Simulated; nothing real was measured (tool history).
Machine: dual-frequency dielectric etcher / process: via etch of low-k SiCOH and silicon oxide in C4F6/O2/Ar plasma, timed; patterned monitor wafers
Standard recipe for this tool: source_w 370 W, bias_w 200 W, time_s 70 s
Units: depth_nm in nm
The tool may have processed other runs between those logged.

run	hour	source_w	bias_w	time_s	wafers since the last listed run	hours since the last wet clean	hours since the last source power generator calibration	hours since the last bias power generator calibration	hours since the last upper electrode change	hours since the gauge calibration	read-back reference wafer on the same gauge, depth_nm	depth_nm
1	0	370	200	70	0	305	2244.8	4119.2	3956.3	96.7	146.1	182.7
2	9.3	370	200	70	152	314.3	2254.1	4128.5	3965.6	106	146.6	181.3
3	24.2	370	178	70	244	329.2	2269	4143.4	3980.5	120.9	146.2	176.5
4	35.2	370	178	70	180	340.2	2280	4154.4	3991.5	131.9	146.1	177.5
# hour 65.3: upper electrode replaced
5	65.8	370	178	70	108	370.8	2310.6	4185	0.5	162.5	145.7	177.8
6	67.9	370	200	70	34	372.9	2312.7	4187.1	2.6	164.6	146.1	182.8
# hour 83.3: bias power generator calibrated
7	83.8	370	200	70	195	388.8	2328.6	0.5	18.5	180.5	145.9	182.5
# hour 97.9: source power generator calibrated
# hour 98.2: gauge calibrated
8	98.4	370	168	70	173	403.4	0.5	15.1	33.1	0.2	145.9	175.2
# hour 126.8: wet clean of the chamber
9	127.3	370	200	70	80	0.5	29.4	44	62	29.1	146.3	180.9
10	127.6	280	221	85	4	0.8	29.7	44.3	62.3	29.4	146.3	206.2
11	138.1	430	183	51	172	11.3	40.2	54.8	72.8	39.9	145.6	136.2
12	145	400	171	59.5	113	18.2	47.1	61.7	79.7	46.8	146	155
13	158.9	370	200	70	228	32.1	61	75.6	93.6	60.7	145.5	182.7
14	171	370	173	70	198	44.2	73.1	87.7	105.7	72.8	145.9	176.9
15	184.3	410	183	84.5	218	57.5	86.4	101	119	86.1	145.5	224
16	190.7	420	172	79	104	63.9	92.8	107.4	125.4	92.5	146.2	207.4
17	198.3	370	200	62.5	124	71.5	100.4	115	133	100.1	145.9	163.2

How the hidden state differs across the entries between the runs, from the last listed run before each to the first after it:
In the gap between runs 4 and 5: upper electrode replaced (hour 65.3)
  both runs share identical hidden conditions
In the gap between runs 6 and 7: bias power generator calibrated (hour 83.3)
  both runs share identical hidden conditions
In the gap between runs 7 and 8: source power generator calibrated (hour 97.9); gauge calibrated (hour 98.2)
  both runs share identical hidden conditions
In the gap between runs 8 and 9: wet clean of the chamber (hour 126.8)
  both runs share identical hidden conditions
